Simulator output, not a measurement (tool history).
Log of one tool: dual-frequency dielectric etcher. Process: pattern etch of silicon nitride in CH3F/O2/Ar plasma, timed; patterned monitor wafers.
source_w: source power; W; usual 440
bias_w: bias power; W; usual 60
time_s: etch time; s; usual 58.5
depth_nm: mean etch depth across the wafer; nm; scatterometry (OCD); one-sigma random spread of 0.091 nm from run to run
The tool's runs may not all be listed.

run     day  source_w  bias_w  time_s  read-back reference wafer on the same gauge, depth_nm  depth_nm
  1       0       440      60    58.5                                                  45.79     42.89
  2   3.242       440      60    58.5                                                  45.86     43.07
  3   5.708       440      60    58.5                                                  45.74     43.01
  4   8.558       440      60    58.5                                                   45.8     42.98
     12.092  -- source power generator calibrated
  5  12.821       440      60    58.5                                                  45.81     42.91
     14.646  -- wet clean of the chamber
     15.354  -- upper electrode replaced
  6  15.375       440      64    58.5                                                   45.8     44.06
  7  16.379       440      64    58.5                                                  45.82     44.18
  8  18.012       500      60    43.5                                                   45.8     32.83
     20.296  -- bias power generator calibrated
  9  21.696       350      52    43.5                                                  45.83     28.64
 10  24.929       440      60    58.5                                                  45.77      42.5
 11    27.5       440      64    58.5                                                  45.79     43.47
     28.633  -- bias power generator calibrated, repeated, since the last time left the tool worse
     30.588  -- gauge calibrated
     32.671  -- wet clean of the chamber
 12  32.692       440      70    58.5                                                   45.8     46.41
 13  35.758       340      60      74                                                  45.76      52.6

The next listed run, before its measurement:
 14  39.475       500      68    58.5                                                      ?         ?

Run 14 measured read-back reference wafer on the same gauge, depth_nm 45.82, depth_nm 46.95 nm.
Take away the tool's hidden state, keep the run-to-run variation as it was, and the same run would have given depth_nm 47.15 nm.
